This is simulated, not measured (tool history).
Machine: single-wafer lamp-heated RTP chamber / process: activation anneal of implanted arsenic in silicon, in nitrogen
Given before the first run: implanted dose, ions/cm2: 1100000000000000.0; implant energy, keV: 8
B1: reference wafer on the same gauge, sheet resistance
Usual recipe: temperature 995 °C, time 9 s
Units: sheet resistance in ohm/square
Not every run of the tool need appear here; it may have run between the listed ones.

run 1 hour=0 | temperature=995 time=5 | B1=179.96 | sheet_resistance=186.32
run 2 hour=27.9 | temperature=995 time=5 | B1=179.88 | sheet_resistance=188.47
run 3 hour=102.3 | temperature=1017 time=9 | B1=179.92 | sheet_resistance=155.85
run 4 hour=131.4 | temperature=1017 time=9 | B1=179.78 | sheet_resistance=155.33
run 5 hour=157 | temperature=995 time=9 | B1=180.15 | sheet_resistance=172.01
run 6 hour=172.7 | temperature=995 time=9 | B1=179.95 | sheet_resistance=172.52
run 7 hour=200.2 | temperature=995 time=9 | B1=179.82 | sheet_resistance=174.82
run 8 hour=218.4 | temperature=995 time=9 | B1=179.98 | sheet_resistance=172.31
run 9 hour=246.8 | temperature=995 time=9 | B1=179.98 | sheet_resistance=172.35
run 10 hour=278.4 | temperature=995 time=12 | B1=179.84 | sheet_resistance=165.15
run 11 hour=295.4 | temperature=995 time=12 | B1=180.21 | sheet_resistance=164.4
run 12 hour=325.8 | temperature=995 time=12 | B1=179.85 | sheet_resistance=164.38
run 13 hour=340.2 | temperature=995 time=9 | B1=179.82 | sheet_resistance=171.71
run 14 hour=375.1 | temperature=995 time=9 | B1=180.06 | sheet_resistance=172.02
run 15 hour=408.8 | temperature=995 time=9 | B1=180.12 | sheet_resistance=171.52
run 16 hour=422.5 | temperature=995 time=9 | B1=179.78 | sheet_resistance=172.33
run 17 hour=453.7 | temperature=995 time=9 | B1=179.96 | sheet_resistance=171.87
run 18 hour=476.3 | temperature=967 time=12 | B1=180.03 | sheet_resistance=188.57
run 19 hour=509.4 | temperature=1019 time=6 | B1=179.83 | sheet_resistance=164.81
run 20 hour=540.5 | temperature=1005 time=14 | B1=180.09 | sheet_resistance=150.96
run 21 hour=557.7 | temperature=995 time=9 | B1=180.02 | sheet_resistance=171.54
run 22 hour=582.6 | temperature=995 time=9 | B1=180.2 | sheet_resistance=172.25
run 23 hour=595.4 | temperature=995 time=9 | B1=180.07 | sheet_resistance=173.12
run 24 hour=626.1 | temperature=1021 time=12 | B1=179.78 | sheet_resistance=144.4
run 25 hour=654.7 | temperature=1023 time=9 | B1=180.33 | sheet_resistance=150.88
run 26 hour=684.9 | temperature=1016 time=5 | B1=180.28 | sheet_resistance=171.4
run 27 hour=716.4 | temperature=984 time=7 | B1=180.29 | sheet_resistance=186.44
run 28 hour=746.8 | temperature=986 time=14 | B1=179.99 | sheet_resistance=168.61
run 29 hour=768.2 | temperature=1003 time=5 | B1=179.98 | sheet_resistance=182.43
run 30 hour=790.5 | temperature=967 time=12 | B1=179.99 | sheet_resistance=187.87
run 31 hour=865.6 | temperature=995 time=13 | B1=180.1 | sheet_resistance=163.19
run 32 hour=892.9 | temperature=995 time=5 | B1=180.14 | sheet_resistance=185.85
run 33 hour=920 | temperature=1010 time=11 | B1=180.13 | sheet_resistance=155.55

Put back what was entered between runs (7 entries, withheld): which listed runs does each sit between, and how does the hidden state differ from the listed run before to the listed run after?
Between runs 2 and 3: reflector plate cleaned (hour 100.3)
  the hidden state is the same at both runs
Between runs 11 and 12: reflector plate cleaned (hour 318.2)
  the hidden state is the same at both runs
Between runs 13 and 14: pyrometer window cleaned and pyrometer calibrated (hour 374.6)
  the hidden state is the same at both runs
Between runs 19 and 20: gauge calibrated (hour 529)
  the hidden state is the same at both runs
Between runs 21 and 22: reflector plate cleaned (hour 567.7)
  the hidden state is the same at both runs
Between runs 30 and 31: reflector plate cleaned (hour 805.9)
  the hidden state is the same at both runs
Between runs 31 and 32: pyrometer window cleaned and pyrometer calibrated (hour 878.8)
  the hidden state is the same at both runs

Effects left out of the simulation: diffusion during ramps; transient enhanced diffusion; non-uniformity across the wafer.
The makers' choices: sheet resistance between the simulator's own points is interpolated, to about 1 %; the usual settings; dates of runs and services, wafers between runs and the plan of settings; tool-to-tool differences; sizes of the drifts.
